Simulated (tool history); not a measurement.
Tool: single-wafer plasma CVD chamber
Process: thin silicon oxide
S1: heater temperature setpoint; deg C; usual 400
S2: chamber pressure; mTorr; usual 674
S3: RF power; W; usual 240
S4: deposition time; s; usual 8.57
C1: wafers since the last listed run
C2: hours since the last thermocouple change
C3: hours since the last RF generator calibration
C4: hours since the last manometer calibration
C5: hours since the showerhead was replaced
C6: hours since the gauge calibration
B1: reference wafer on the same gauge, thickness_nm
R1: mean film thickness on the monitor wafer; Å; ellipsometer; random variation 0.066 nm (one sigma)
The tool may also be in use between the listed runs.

{"run": 1, "hour": 0.0, "S1": 400, "S2": 674, "S3": 240, "S4": 8.57, "C1": 0, "C2": 2277.9, "C3": 1410.1, "C4": 800.4, "C5": 5291.7, "C6": 300.9, "B1": 10.309, "R1": 118.92}
{"run": 2, "hour": 6.9, "S1": 400, "S2": 799, "S3": 240, "S4": 8.57, "C1": 162, "C2": 2284.8, "C3": 1417, "C4": 807.3, "C5": 5298.6, "C6": 307.8, "B1": 10.289, "R1": 138.92}
{"run": 3, "hour": 14.5, "S1": 400, "S2": 674, "S3": 240, "S4": 8.57, "C1": 178, "C2": 2292.4, "C3": 1424.6, "C4": 814.9, "C5": 5306.2, "C6": 315.4, "B1": 10.307, "R1": 117.82}
{"run": 4, "hour": 29.3, "S1": 400, "S2": 674, "S3": 240, "S4": 8.57, "C1": 348, "C2": 2307.2, "C3": 1439.4, "C4": 829.7, "C5": 5321, "C6": 330.2, "B1": 10.303, "R1": 120.4}
{"run": 5, "hour": 37.5, "S1": 400, "S2": 674, "S3": 240, "S4": 8.57, "C1": 193, "C2": 2315.4, "C3": 1447.6, "C4": 837.9, "C5": 5329.2, "C6": 338.4, "B1": 10.326, "R1": 118.9}
{"run": 6, "hour": 48.1, "S1": 400, "S2": 674, "S3": 240, "S4": 8.57, "C1": 249, "C2": 2326, "C3": 1458.2, "C4": 848.5, "C5": 5339.8, "C6": 349, "B1": 10.313, "R1": 119.75}
{"run": 7, "hour": 54.9, "S1": 400, "S2": 674, "S3": 240, "S4": 8.57, "C1": 160, "C2": 2332.8, "C3": 1465, "C4": 855.3, "C5": 5346.6, "C6": 355.8, "B1": 10.271, "R1": 119.37}
{"run": 8, "hour": 62.5, "S1": 400, "S2": 674, "S3": 240, "S4": 8.57, "C1": 178, "C2": 2340.4, "C3": 1472.6, "C4": 862.9, "C5": 5354.2, "C6": 363.4, "B1": 10.277, "R1": 118.08}
{"hour": 72.7, "done": "capacitance manometer re-zeroed and calibrated"}
{"hour": 80.8, "done": "thermocouple changed; heater temperature recalibrated"}
{"run": 9, "hour": 81.3, "S1": 404, "S2": 674, "S3": 240, "S4": 9.26, "C1": 65, "C2": 0.5, "C3": 1491.4, "C4": 8.6, "C5": 5373, "C6": 382.2, "B1": 10.303, "R1": 118.12}
{"run": 10, "hour": 88.6, "S1": 404, "S2": 674, "S3": 240, "S4": 9.26, "C1": 171, "C2": 7.8, "C3": 1498.7, "C4": 15.9, "C5": 5380.3, "C6": 389.5, "B1": 10.308, "R1": 119.98}
{"run": 11, "hour": 102.8, "S1": 400, "S2": 674, "S3": 240, "S4": 9.86, "C1": 334, "C2": 22, "C3": 1512.9, "C4": 30.1, "C5": 5394.5, "C6": 403.7, "B1": 10.303, "R1": 127.8}
{"run": 12, "hour": 117.5, "S1": 393, "S2": 755, "S3": 265, "S4": 10.03, "C1": 346, "C2": 36.7, "C3": 1527.6, "C4": 44.8, "C5": 5409.2, "C6": 418.4, "B1": 10.281, "R1": 154.01}
{"run": 13, "hour": 162.0, "S1": 400, "S2": 578, "S3": 240, "S4": 7.04, "C1": 1048, "C2": 81.2, "C3": 1572.1, "C4": 89.3, "C5": 5453.7, "C6": 462.9, "B1": 10.297, "R1": 78.63}
{"run": 14, "hour": 168.2, "S1": 400, "S2": 674, "S3": 240, "S4": 8.57, "C1": 146, "C2": 87.4, "C3": 1578.3, "C4": 95.5, "C5": 5459.9, "C6": 469.1, "B1": 10.337, "R1": 113.06}
{"run": 15, "hour": 174.7, "S1": 400, "S2": 767, "S3": 195, "S4": 8.57, "C1": 153, "C2": 93.9, "C3": 1584.8, "C4": 102, "C5": 5466.4, "C6": 475.6, "B1": 10.313, "R1": 116.17}
{"hour": 186.0, "done": "RF generator calibrated"}
{"run": 16, "hour": 187.8, "S1": 400, "S2": 674, "S3": 240, "S4": 8.57, "C1": 120, "C2": 107, "C3": 1.8, "C4": 115.1, "C5": 5479.5, "C6": 488.7, "B1": 10.276, "R1": 114.13}
{"run": 17, "hour": 196.0, "S1": 400, "S2": 674, "S3": 280, "S4": 8.14, "C1": 193, "C2": 115.2, "C3": 10, "C4": 123.3, "C5": 5487.7, "C6": 496.9, "B1": 10.273, "R1": 115.6}
{"run": 18, "hour": 203.3, "S1": 400, "S2": 674, "S3": 240, "S4": 7.64, "C1": 171, "C2": 122.5, "C3": 17.3, "C4": 130.6, "C5": 5495, "C6": 504.2, "B1": 10.329, "R1": 101.37}

Forecast run 19:
{"run": 19, "hour": 214.7, "S1": 400, "S2": 674, "S3": 240, "S4": 9.99, "C1": 268, "C2": 133.9, "C3": 28.7, "C4": 142, "C5": 5506.4, "C6": 515.6, "B1": "?", "R1": "?"}

{"run 19": {"B1": 10.332, "R1": 133.14}}
Without the tool's hidden state the same run would have given R1 130.33 Å.

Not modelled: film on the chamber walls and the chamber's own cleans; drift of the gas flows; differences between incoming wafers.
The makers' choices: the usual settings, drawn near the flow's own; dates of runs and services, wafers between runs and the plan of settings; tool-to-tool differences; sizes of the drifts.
